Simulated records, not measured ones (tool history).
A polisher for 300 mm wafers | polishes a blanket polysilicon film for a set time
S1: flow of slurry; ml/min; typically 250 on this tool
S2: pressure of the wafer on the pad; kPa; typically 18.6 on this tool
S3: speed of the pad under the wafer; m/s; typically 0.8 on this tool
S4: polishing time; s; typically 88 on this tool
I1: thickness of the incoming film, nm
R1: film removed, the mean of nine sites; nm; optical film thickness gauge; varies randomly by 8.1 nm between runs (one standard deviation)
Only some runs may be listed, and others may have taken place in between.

| run | hour | S1 | S2 | S3 | S4 | I1 | R1 |
|---|---|---|---|---|---|---|---|
| 1 | 0 | 250 | 18.6 | 0.8 | 88 | 2403.7 | 606.8 |
| 2 | 96.3 | 250 | 18.6 | 0.8 | 88 | 2424.9 | 591.3 |
| 3 | 150.1 | 250 | 18.6 | 0.8 | 88 | 2434.8 | 603.1 |
|  | 154.3 | worn pad replaced by a new one |
| 4 | 245.2 | 250 | 18.6 | 0.8 | 88 | 2395.3 | 607.7 |
| 5 | 300.1 | 250 | 18.6 | 0.8 | 88 | 2398.8 | 617.4 |
|  | 330.3 | head pressure recalibrated |
| 6 | 377.6 | 250 | 18.6 | 0.8 | 88 | 2405.9 | 605.5 |
| 7 | 428.4 | 250 | 18.6 | 0.8 | 88 | 2409.1 | 595 |
|  | 455.4 | slurry nozzle cleaned |
| 8 | 500 | 295 | 18.6 | 0.8 | 88 | 2384.7 | 611.5 |
| 9 | 550 | 295 | 18.6 | 0.8 | 88 | 2359.7 | 607.2 |
|  | 632.9 | worn pad replaced by a new one |
| 10 | 645.3 | 250 | 20.7 | 0.8 | 96 | 2371.3 | 735.9 |
| 11 | 721.8 | 250 | 20.7 | 0.8 | 96 | 2392.3 | 717 |
|  | 784.6 | head pressure recalibrated |
|  | 856.5 | slurry nozzle cleaned |
| 12 | 925.4 | 250 | 20.7 | 0.8 | 96 | 2416 | 726.1 |
| 13 | 1005.9 | 250 | 18.6 | 0.8 | 88 | 2364.5 | 607.2 |
|  | 1038.4 | worn pad replaced by a new one |
| 14 | 1208.1 | 295 | 18.6 | 0.8 | 88 | 2436.6 | 615.8 |
|  | 1234.3 | head pressure recalibrated |
|  | 1264.6 | slurry nozzle cleaned |
| 15 | 1286.8 | 280 | 18.6 | 0.58 | 88 | 2430.3 | 434.4 |
| 16 | 1424.3 | 250 | 18.6 | 1.02 | 88 | 2382.7 | 768.5 |
|  | 1464.4 | worn pad replaced by a new one |
| 17 | 1482.6 | 320 | 18.6 | 0.8 | 103 | 2415.5 | 716.7 |
| 18 | 1531.2 | 250 | 13.8 | 0.8 | 88 | 2419.3 | 442.9 |
| 19 | 1637.2 | 170 | 15.2 | 0.68 | 80 | 2379.3 | 357 |
|  | 1690.6 | head pressure recalibrated |
| 20 | 1701.5 | 250 | 18.6 | 0.8 | 88 | 2429.8 | 592.9 |
| 21 | 1750.7 | 200 | 13.8 | 0.96 | 88 | 2382 | 527 |
|  | 1789.4 | slurry nozzle cleaned |
| 22 | 1838.6 | 180 | 13.1 | 0.94 | 115 | 2383.2 | 613.7 |
| 23 | 1887.8 | 250 | 18.6 | 0.8 | 88 | 2369.2 | 605.6 |
|  | 1964.1 | worn pad replaced by a new one |
| 24 | 1993.4 | 250 | 18.6 | 0.8 | 88 | 2370.8 | 598.6 |
| 25 | 2034.8 | 225 | 18.6 | 0.72 | 58 | 2423.5 | 340.3 |
|  | 2167.3 | head pressure recalibrated |
|  | 2194.6 | slurry nozzle cleaned |
| 26 | 2285.2 | 250 | 22.1 | 0.8 | 88 | 2371.7 | 719.3 |

3 options for the next run, each taken on its own from the tool as it stands now. Forecast them:
| A | 2285.6 | 250 | 18.6 | 0.8 | 88 | 2401.1 | ? |
| B | 2285.6 | 290 | 18.6 | 0.66 | 88 | 2401.1 | ? |
| C | 2285.6 | 250 | 18.6 | 0.54 | 88 | 2401.1 | ? |

| run | R1 |
|---|---|
| A | 605.3 |
| B | 505.8 |
| C | 408.5 |
What these runs would have given with no unlogged condition in the tool:
| run | R1 |
|---|---|
| A | 605.3 |
| B | 505.8 |
| C | 408.5 |

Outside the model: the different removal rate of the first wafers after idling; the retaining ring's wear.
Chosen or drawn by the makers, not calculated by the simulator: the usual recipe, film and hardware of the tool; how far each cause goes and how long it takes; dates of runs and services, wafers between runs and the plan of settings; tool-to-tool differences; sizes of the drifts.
